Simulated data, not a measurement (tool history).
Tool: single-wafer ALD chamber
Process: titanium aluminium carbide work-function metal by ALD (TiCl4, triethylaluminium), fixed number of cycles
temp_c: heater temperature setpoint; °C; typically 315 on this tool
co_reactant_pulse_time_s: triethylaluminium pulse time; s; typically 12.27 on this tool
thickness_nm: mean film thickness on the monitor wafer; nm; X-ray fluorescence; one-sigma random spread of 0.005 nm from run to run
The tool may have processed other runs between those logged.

run	hour	temp_c	co_reactant_pulse_time_s	read-back reference wafer on the same gauge, thickness_nm	thickness_nm
1	0	315	12.27	1.69	1.913
2	14	315	12.27	1.691	1.908
3	22.9	315	12.27	1.689	1.918
4	32	315	12.27	1.689	1.903
5	41.2	315	12.27	1.689	1.906
6	51.3	326	12.27	1.691	1.98
7	61.1	305	12.27	1.69	1.846
8	71.2	315	12.27	1.69	1.914
# hour 84.5: gauge calibrated
# hour 92.7: thermocouple changed; heater temperature recalibrated
9	93.2	315	12.27	1.692	1.905
10	93.5	322	12.27	1.688	1.96
11	110.5	315	12.27	1.687	1.913
12	150	304	9.94	1.69	1.764
13	161.2	328	10.24	1.688	1.944
# hour 174.3: showerhead replaced, of another model than before
14	178.3	315	14.31	1.689	1.849
# hour 197.3: triethylaluminium bottle replaced
15	197.8	315	12.27	1.689	1.978
16	208.2	330	16.54	1.69	2.123
17	224.5	327	8.25	1.689	1.852
18	236.2	328	9.01	1.691	1.931
19	250.5	315	12.27	1.69	1.969

For each run, what was the tool's unlogged condition?
wafer temperature above the value expected at the setpoint (K): 0 across all the runs
gauge reads high (%): 0 across all the runs
H1: triethylaluminium dose above that of a fresh bottle (%)
run	H1
1	-36.9
2	-37.1
3	-37.2
4	-37.3
5	-37.4
6	-37.5
7	-37.6
8	-37.7
9	-37.9
10	-37.9
11	-38.1
12	-38.4
13	-38.5
14	-38.6
15	-1.87
16	-3.07
17	-4.87
18	-6.11
19	-7.56

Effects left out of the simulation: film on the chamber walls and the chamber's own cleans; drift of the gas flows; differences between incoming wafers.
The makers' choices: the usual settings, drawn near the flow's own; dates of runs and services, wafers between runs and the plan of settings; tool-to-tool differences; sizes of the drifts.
